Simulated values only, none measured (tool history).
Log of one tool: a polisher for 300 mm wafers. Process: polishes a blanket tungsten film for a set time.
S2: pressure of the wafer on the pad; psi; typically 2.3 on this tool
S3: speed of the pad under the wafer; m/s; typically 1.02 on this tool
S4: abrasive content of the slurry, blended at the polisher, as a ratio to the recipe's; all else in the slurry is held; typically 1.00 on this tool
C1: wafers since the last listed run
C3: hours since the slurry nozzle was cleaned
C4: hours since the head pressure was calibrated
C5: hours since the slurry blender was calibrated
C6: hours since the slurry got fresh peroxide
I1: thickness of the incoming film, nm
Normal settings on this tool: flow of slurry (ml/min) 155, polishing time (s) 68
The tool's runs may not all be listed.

{"run": 1, "hour": 0.0, "flow of slurry (ml/min)": 130, "S2": 2.3, "S3": 1.02, "S4": 1.15, "polishing time (s)": 68, "C1": 0, "wafers polished on this pad": 118, "C3": 720.6, "C4": 43.5, "C5": 40.5, "C6": 31.1, "I1": 1179.0, "film removed (angstrom)": 1799}
{"run": 2, "hour": 9.4, "flow of slurry (ml/min)": 155, "S2": 2.3, "S3": 1.02, "S4": 1.0, "polishing time (s)": 68, "C1": 60, "wafers polished on this pad": 179, "C3": 730.0, "C4": 52.9, "C5": 49.9, "C6": 40.5, "I1": 1178.8, "film removed (angstrom)": 1805}
{"run": 3, "hour": 16.1, "flow of slurry (ml/min)": 155, "S2": 2.3, "S3": 1.02, "S4": 1.0, "polishing time (s)": 79, "C1": 43, "wafers polished on this pad": 222, "C3": 736.7, "C4": 59.6, "C5": 56.6, "C6": 47.2, "I1": 1178.4, "film removed (angstrom)": 2080}
{"hour": 25.4, "done": "slurry nozzle cleaned"}
{"run": 4, "hour": 25.9, "flow of slurry (ml/min)": 155, "S2": 2.3, "S3": 1.02, "S4": 1.0, "polishing time (s)": 79, "C1": 56, "wafers polished on this pad": 279, "C3": 0.5, "C4": 69.4, "C5": 66.4, "C6": 57.0, "I1": 1174.2, "film removed (angstrom)": 2057}
{"run": 5, "hour": 38.3, "flow of slurry (ml/min)": 155, "S2": 1.9, "S3": 1.02, "S4": 1.0, "polishing time (s)": 49, "C1": 80, "wafers polished on this pad": 359, "C3": 12.9, "C4": 81.8, "C5": 78.8, "C6": 69.4, "I1": 1196.3, "film removed (angstrom)": 1116}
{"run": 6, "hour": 52.5, "flow of slurry (ml/min)": 155, "S2": 1.7, "S3": 1.02, "S4": 1.0, "polishing time (s)": 68, "C1": 91, "wafers polished on this pad": 451, "C3": 27.1, "C4": 96.0, "C5": 93.0, "C6": 83.6, "I1": 1169.0, "film removed (angstrom)": 1429}
{"run": 7, "hour": 69.6, "flow of slurry (ml/min)": 175, "S2": 2.3, "S3": 1.02, "S4": 1.0, "polishing time (s)": 68, "C1": 110, "wafers polished on this pad": 562, "C3": 44.2, "C4": 113.1, "C5": 110.1, "C6": 100.7, "I1": 1161.2, "film removed (angstrom)": 1796}
{"hour": 81.5, "done": "slurry blender recalibrated"}
{"hour": 83.1, "done": "slurry tank refilled with fresh slurry and peroxide"}
{"run": 8, "hour": 83.8, "flow of slurry (ml/min)": 120, "S2": 1.6, "S3": 1.02, "S4": 1.3, "polishing time (s)": 68, "C1": 72, "wafers polished on this pad": 634, "C3": 58.4, "C4": 127.3, "C5": 2.3, "C6": 0.7, "I1": 1164.6, "film removed (angstrom)": 1475}
{"run": 9, "hour": 91.8, "flow of slurry (ml/min)": 155, "S2": 2.7, "S3": 1.02, "S4": 1.0, "polishing time (s)": 55, "C1": 51, "wafers polished on this pad": 686, "C3": 66.4, "C4": 135.3, "C5": 10.3, "C6": 8.7, "I1": 1170.0, "film removed (angstrom)": 1696}
{"hour": 102.3, "done": "worn pad replaced by a new one"}
{"run": 10, "hour": 108.5, "flow of slurry (ml/min)": 155, "S2": 2.3, "S3": 0.8, "S4": 1.0, "polishing time (s)": 68, "C1": 82, "wafers polished on this pad": 40, "C3": 83.1, "C4": 152.0, "C5": 27.0, "C6": 25.4, "I1": 1179.3, "film removed (angstrom)": 1521}
{"run": 11, "hour": 119.4, "flow of slurry (ml/min)": 155, "S2": 2.3, "S3": 1.02, "S4": 1.0, "polishing time (s)": 68, "C1": 70, "wafers polished on this pad": 110, "C3": 94.0, "C4": 162.9, "C5": 37.9, "C6": 36.3, "I1": 1175.0, "film removed (angstrom)": 1768}
{"run": 12, "hour": 128.8, "flow of slurry (ml/min)": 155, "S2": 2.3, "S3": 1.02, "S4": 1.0, "polishing time (s)": 68, "C1": 60, "wafers polished on this pad": 171, "C3": 103.4, "C4": 172.3, "C5": 47.3, "C6": 45.7, "I1": 1189.2, "film removed (angstrom)": 1762}
{"run": 13, "hour": 143.2, "flow of slurry (ml/min)": 155, "S2": 2.3, "S3": 1.12, "S4": 1.2, "polishing time (s)": 55, "C1": 93, "wafers polished on this pad": 264, "C3": 117.8, "C4": 186.7, "C5": 61.7, "C6": 60.1, "I1": 1181.2, "film removed (angstrom)": 1602}
{"run": 14, "hour": 158.2, "flow of slurry (ml/min)": 155, "S2": 2.3, "S3": 1.22, "S4": 1.0, "polishing time (s)": 68, "C1": 97, "wafers polished on this pad": 361, "C3": 132.8, "C4": 201.7, "C5": 76.7, "C6": 75.1, "I1": 1185.3, "film removed (angstrom)": 2013}
{"run": 15, "hour": 175.4, "flow of slurry (ml/min)": 195, "S2": 2.5, "S3": 0.68, "S4": 1.0, "polishing time (s)": 92, "C1": 111, "wafers polished on this pad": 472, "C3": 150.0, "C4": 218.9, "C5": 93.9, "C6": 92.3, "I1": 1186.4, "film removed (angstrom)": 1905}
{"hour": 183.5, "done": "slurry tank refilled with fresh slurry and peroxide"}
{"run": 16, "hour": 188.2, "flow of slurry (ml/min)": 155, "S2": 1.7, "S3": 1.02, "S4": 0.75, "polishing time (s)": 60, "C1": 76, "wafers polished on this pad": 549, "C3": 162.8, "C4": 231.7, "C5": 106.7, "C6": 4.7, "I1": 1184.3, "film removed (angstrom)": 1263}
{"run": 17, "hour": 202.4, "flow of slurry (ml/min)": 155, "S2": 1.9, "S3": 1.02, "S4": 1.0, "polishing time (s)": 68, "C1": 91, "wafers polished on this pad": 641, "C3": 177.0, "C4": 245.9, "C5": 120.9, "C6": 18.9, "I1": 1166.7, "film removed (angstrom)": 1580}
{"run": 18, "hour": 212.7, "flow of slurry (ml/min)": 170, "S2": 1.9, "S3": 1.02, "S4": 0.75, "polishing time (s)": 47, "C1": 66, "wafers polished on this pad": 707, "C3": 187.3, "C4": 256.2, "C5": 131.2, "C6": 29.2, "I1": 1166.3, "film removed (angstrom)": 1050}
{"hour": 217.0, "done": "worn pad replaced by a new one"}
{"hour": 227.3, "done": "slurry blender recalibrated"}
{"run": 19, "hour": 227.8, "flow of slurry (ml/min)": 190, "S2": 2.6, "S3": 1.26, "S4": 0.7, "polishing time (s)": 68, "C1": 58, "wafers polished on this pad": 57, "C3": 202.4, "C4": 271.3, "C5": 0.5, "C6": 44.3, "I1": 1187.9, "film removed (angstrom)": 2208}
{"run": 20, "hour": 243.5, "flow of slurry (ml/min)": 210, "S2": 2.3, "S3": 0.68, "S4": 1.3, "polishing time (s)": 45, "C1": 101, "wafers polished on this pad": 158, "C3": 218.1, "C4": 287.0, "C5": 16.2, "C6": 60.0, "I1": 1196.3, "film removed (angstrom)": 961}
{"run": 21, "hour": 260.1, "flow of slurry (ml/min)": 210, "S2": 2.3, "S3": 0.68, "S4": 1.3, "polishing time (s)": 45, "C1": 107, "wafers polished on this pad": 266, "C3": 234.7, "C4": 303.6, "C5": 32.8, "C6": 76.6, "I1": 1203.8, "film removed (angstrom)": 966}
{"run": 22, "hour": 268.7, "flow of slurry (ml/min)": 205, "S2": 2.3, "S3": 1.02, "S4": 1.0, "polishing time (s)": 78, "C1": 55, "wafers polished on this pad": 321, "C3": 243.3, "C4": 312.2, "C5": 41.4, "C6": 85.2, "I1": 1163.0, "film removed (angstrom)": 2090}
{"run": 23, "hour": 283.2, "flow of slurry (ml/min)": 190, "S2": 2.3, "S3": 0.7, "S4": 1.0, "polishing time (s)": 68, "C1": 93, "wafers polished on this pad": 415, "C3": 257.8, "C4": 326.7, "C5": 55.9, "C6": 99.7, "I1": 1184.9, "film removed (angstrom)": 1355}
{"run": 24, "hour": 289.7, "flow of slurry (ml/min)": 180, "S2": 2.3, "S3": 1.22, "S4": 1.15, "polishing time (s)": 59, "C1": 42, "wafers polished on this pad": 457, "C3": 264.3, "C4": 333.2, "C5": 62.4, "C6": 106.2, "I1": 1177.4, "film removed (angstrom)": 1859}
{"hour": 303.2, "done": "slurry tank refilled with fresh slurry and peroxide"}
{"run": 25, "hour": 303.7, "flow of slurry (ml/min)": 185, "S2": 2.0, "S3": 1.02, "S4": 1.0, "polishing time (s)": 83, "C1": 84, "wafers polished on this pad": 541, "C3": 278.3, "C4": 347.2, "C5": 76.4, "C6": 0.5, "I1": 1187.7, "film removed (angstrom)": 2157}
{"run": 26, "hour": 309.4, "flow of slurry (ml/min)": 105, "S2": 2.6, "S3": 1.02, "S4": 1.0, "polishing time (s)": 68, "C1": 36, "wafers polished on this pad": 578, "C3": 284.0, "C4": 352.9, "C5": 82.1, "C6": 6.2, "I1": 1176.2, "film removed (angstrom)": 1829}
{"run": 27, "hour": 324.1, "flow of slurry (ml/min)": 155, "S2": 2.3, "S3": 1.02, "S4": 1.0, "polishing time (s)": 68, "C1": 95, "wafers polished on this pad": 673, "C3": 298.7, "C4": 367.6, "C5": 96.8, "C6": 20.9, "I1": 1168.6, "film removed (angstrom)": 1826}

Forecast each of these 4 alternatives for the next run:
{"run": "A", "hour": 324.5, "flow of slurry (ml/min)": 155, "S2": 2.3, "S3": 0.76, "S4": 1.0, "polishing time (s)": 68, "C1": 2, "wafers polished on this pad": 676, "C3": 299.1, "C4": 368.0, "C5": 97.2, "C6": 21.3, "I1": 1172.0, "film removed (angstrom)": "?"}
{"run": "B", "hour": 324.5, "flow of slurry (ml/min)": 110, "S2": 1.7, "S3": 1.22, "S4": 1.0, "polishing time (s)": 68, "C1": 2, "wafers polished on this pad": 676, "C3": 299.1, "C4": 368.0, "C5": 97.2, "C6": 21.3, "I1": 1172.0, "film removed (angstrom)": "?"}
{"run": "C", "hour": 324.5, "flow of slurry (ml/min)": 130, "S2": 2.3, "S3": 1.26, "S4": 0.75, "polishing time (s)": 55, "C1": 2, "wafers polished on this pad": 676, "C3": 299.1, "C4": 368.0, "C5": 97.2, "C6": 21.3, "I1": 1172.0, "film removed (angstrom)": "?"}
{"run": "D", "hour": 324.5, "flow of slurry (ml/min)": 155, "S2": 1.6, "S3": 0.8, "S4": 1.0, "polishing time (s)": 79, "C1": 2, "wafers polished on this pad": 676, "C3": 299.1, "C4": 368.0, "C5": 97.2, "C6": 21.3, "I1": 1172.0, "film removed (angstrom)": "?"}

run=A film_removed_(angstrom)=1453
run=B film_removed_(angstrom)=1564
run=C film_removed_(angstrom)=1574
run=D film_removed_(angstrom)=1359
Take away the tool's hidden state, keep each run's random variation, and the runs would have read:
run=A film_removed_(angstrom)=1521
run=B film_removed_(angstrom)=1638
run=C film_removed_(angstrom)=1648
run=D film_removed_(angstrom)=1423

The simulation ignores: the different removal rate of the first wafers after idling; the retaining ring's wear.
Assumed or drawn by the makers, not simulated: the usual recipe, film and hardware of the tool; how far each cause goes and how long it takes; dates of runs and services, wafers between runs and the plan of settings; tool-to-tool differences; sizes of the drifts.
